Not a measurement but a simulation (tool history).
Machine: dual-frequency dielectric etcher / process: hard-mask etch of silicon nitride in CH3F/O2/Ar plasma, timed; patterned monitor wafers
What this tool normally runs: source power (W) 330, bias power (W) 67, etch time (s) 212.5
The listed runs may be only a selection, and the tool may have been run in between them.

run,hour,source power (W),bias power (W),etch time (s),wafers since the last listed run,hours since the last wet clean,hours since the last source power generator calibration,hours since the last bias power generator calibration,hours since the last upper electrode change,hours since the gauge calibration,"read-back reference wafer on the same gauge, depth_nm",mean etch depth across the wafer (Å)
1,0.0,290,61,212.5,0,226.0,1759.8,4067.5,3939.3,111.0,134.2,1149
2,17.6,290,61,212.5,137,243.6,1777.4,4085.1,3956.9,128.6,134.1,1155
3,32.9,290,61,212.5,119,258.9,1792.7,4100.4,3972.2,143.9,134.0,1164
4,54.6,330,67,212.5,169,280.6,1814.4,4122.1,3993.9,165.6,134.0,1262
5,70.4,330,67,212.5,123,296.4,1830.2,4137.9,4009.7,181.4,134.0,1260
# hour 104.4: upper electrode replaced
6,104.9,330,67,212.5,81,330.9,1864.7,4172.4,0.5,215.9,134.1,1271
7,116.9,330,67,212.5,93,342.9,1876.7,4184.4,12.5,227.9,134.1,1261
# hour 147.0: gauge calibrated
# hour 153.0: source power generator calibrated
8,153.5,300,57,212.5,253,379.5,0.5,4221.0,49.1,6.5,133.9,1175
# hour 199.4: wet clean of the chamber
9,199.9,330,52,212.5,174,0.5,46.9,4267.4,95.5,52.9,134.0,1129
10,200.3,330,67,212.5,3,0.9,47.3,4267.8,95.9,53.3,134.1,1204
# hour 204.5: bias power generator calibrated
11,210.1,380,79,269.5,45,10.7,57.1,5.6,105.7,63.1,134.0,1707
12,226.6,330,71,212.5,128,27.2,73.6,22.1,122.2,79.6,133.9,1238
13,248.8,290,74,164.0,172,49.4,95.8,44.3,144.4,101.8,133.8,914
14,279.9,300,67,212.5,242,80.5,126.9,75.4,175.5,132.9,134.0,1173
15,308.4,330,67,212.5,221,109.0,155.4,103.9,204.0,161.4,133.9,1230

What if the next run were any one of these 3? Each begins from the tool's condition after run 15:
A,308.9,330,67,212.5,3,109.5,155.9,104.4,204.5,161.9,?,?
B,308.9,360,61,212.5,3,109.5,155.9,104.4,204.5,161.9,?,?
C,308.9,300,52,276.0,3,109.5,155.9,104.4,204.5,161.9,?,?

run,"read-back reference wafer on the same gauge, depth_nm",mean etch depth across the wafer (Å)
A,134.0,1227
B,134.0,1243
C,134.0,1433
Without the tool's unlogged condition, the same runs would have read:
run,mean etch depth across the wafer (Å)
A,1222
B,1239
C,1428

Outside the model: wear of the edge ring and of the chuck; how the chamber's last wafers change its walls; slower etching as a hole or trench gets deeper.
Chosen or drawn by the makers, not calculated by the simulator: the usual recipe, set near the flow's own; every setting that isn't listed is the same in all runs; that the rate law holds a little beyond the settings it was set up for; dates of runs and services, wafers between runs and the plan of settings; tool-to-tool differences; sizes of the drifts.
